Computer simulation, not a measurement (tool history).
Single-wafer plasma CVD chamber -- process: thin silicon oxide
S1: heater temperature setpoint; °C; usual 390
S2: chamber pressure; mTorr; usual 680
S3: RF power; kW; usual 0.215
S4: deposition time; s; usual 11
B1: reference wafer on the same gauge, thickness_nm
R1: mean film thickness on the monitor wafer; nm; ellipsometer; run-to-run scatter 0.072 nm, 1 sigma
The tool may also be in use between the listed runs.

{"run": 1, "hour": 0.0, "S1": 390, "S2": 680, "S3": 0.215, "S4": 11.8, "B1": 14.367, "R1": 15.203}
{"hour": 18.0, "done": "thermocouple changed; heater temperature recalibrated"}
{"run": 2, "hour": 103.9, "S1": 390, "S2": 680, "S3": 0.215, "S4": 11.8, "B1": 14.397, "R1": 14.846}
{"run": 3, "hour": 182.0, "S1": 390, "S2": 680, "S3": 0.215, "S4": 11.8, "B1": 14.409, "R1": 15.013}
{"hour": 234.9, "done": "capacitance manometer re-zeroed and calibrated"}
{"run": 4, "hour": 271.0, "S1": 390, "S2": 680, "S3": 0.215, "S4": 11, "B1": 14.389, "R1": 13.247}
{"run": 5, "hour": 322.6, "S1": 390, "S2": 680, "S3": 0.215, "S4": 11, "B1": 14.412, "R1": 13.188}
{"run": 6, "hour": 411.3, "S1": 390, "S2": 680, "S3": 0.245, "S4": 11, "B1": 14.35, "R1": 14.386}
{"run": 7, "hour": 466.0, "S1": 390, "S2": 680, "S3": 0.215, "S4": 11, "B1": 14.384, "R1": 13.238}
{"run": 8, "hour": 525.1, "S1": 390, "S2": 680, "S3": 0.215, "S4": 11, "B1": 14.417, "R1": 13.405}
{"run": 9, "hour": 572.8, "S1": 390, "S2": 680, "S3": 0.215, "S4": 11, "B1": 14.401, "R1": 13.28}
{"run": 10, "hour": 612.5, "S1": 390, "S2": 680, "S3": 0.215, "S4": 11, "B1": 14.408, "R1": 13.402}
{"run": 11, "hour": 677.8, "S1": 390, "S2": 680, "S3": 0.215, "S4": 11, "B1": 14.368, "R1": 13.509}
{"run": 12, "hour": 881.9, "S1": 390, "S2": 680, "S3": 0.215, "S4": 11, "B1": 14.402, "R1": 13.467}
{"run": 13, "hour": 982.4, "S1": 390, "S2": 680, "S3": 0.215, "S4": 11, "B1": 14.407, "R1": 13.29}
{"run": 14, "hour": 1028.4, "S1": 384, "S2": 578, "S3": 0.215, "S4": 11, "B1": 14.381, "R1": 11.236}
{"hour": 1169.5, "done": "thermocouple changed; heater temperature recalibrated"}
{"run": 15, "hour": 1340.7, "S1": 390, "S2": 680, "S3": 0.215, "S4": 11.8, "B1": 14.435, "R1": 14.093}
{"hour": 1398.5, "done": "showerhead replaced"}
{"hour": 1415.1, "done": "RF generator calibrated"}
{"run": 16, "hour": 1584.4, "S1": 403, "S2": 582, "S3": 0.19, "S4": 10.2, "B1": 14.38, "R1": 9.883}

What will run 17 give?
{"run": 17, "hour": 1634.9, "S1": 401, "S2": 801, "S3": 0.175, "S4": 12, "B1": "?", "R1": "?"}

{"run 17": {"B1": 14.354, "R1": 14.796}}
The same run, on a tool lacking any hidden state, would have yielded R1 14.335 nm.
